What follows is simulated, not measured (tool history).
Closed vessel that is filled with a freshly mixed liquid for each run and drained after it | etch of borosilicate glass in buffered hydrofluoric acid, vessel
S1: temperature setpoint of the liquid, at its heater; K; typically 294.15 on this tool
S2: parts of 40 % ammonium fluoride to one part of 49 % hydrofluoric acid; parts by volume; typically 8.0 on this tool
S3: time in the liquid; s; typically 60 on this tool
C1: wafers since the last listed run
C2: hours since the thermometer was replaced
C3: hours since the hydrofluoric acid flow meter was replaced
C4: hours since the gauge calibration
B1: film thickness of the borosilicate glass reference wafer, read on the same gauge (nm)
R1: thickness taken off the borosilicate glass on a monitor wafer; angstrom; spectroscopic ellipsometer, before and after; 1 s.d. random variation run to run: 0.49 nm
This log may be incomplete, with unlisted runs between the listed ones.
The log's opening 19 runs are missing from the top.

run	day	S1	S2	S3	C1	C2	C3	C4	B1	R1
20	41.975	294.15	10.0	50	2967	1510.4	156.5	904.0	100.02	455.0
21	44.504	294.15	8.0	95	4962	1571.1	217.2	964.7	99.99	1061.7
22	46.462	292.15	8.0	30	3842	1618.1	264.2	1011.7	99.99	296.3
23	47.558	296.65	10.0	95	2150	1644.4	290.5	1038.0	100.01	995.4
# day 49.946: thermometer replaced
24	55.971	294.15	10.0	60	16424	144.6	492.4	1239.9	99.97	593.1
25	57.667	294.15	8.0	60	3327	185.3	533.1	1280.6	100.02	696.8
26	60.067	294.15	8.0	60	4709	242.9	590.7	1338.2	100.00	696.8
27	61.917	294.15	8.0	60	3629	287.3	635.1	1382.6	100.01	697.5

What does the tool deliver on the next run?
28	63.092	294.15	8.0	60	2305	315.5	663.3	1410.8	?	?

{"run 28": {"B1": 100.01, "R1": 688.0}}
With the hidden condition absent and the run-to-run variation left alone, this run would have shown R1 738.7 angstrom.

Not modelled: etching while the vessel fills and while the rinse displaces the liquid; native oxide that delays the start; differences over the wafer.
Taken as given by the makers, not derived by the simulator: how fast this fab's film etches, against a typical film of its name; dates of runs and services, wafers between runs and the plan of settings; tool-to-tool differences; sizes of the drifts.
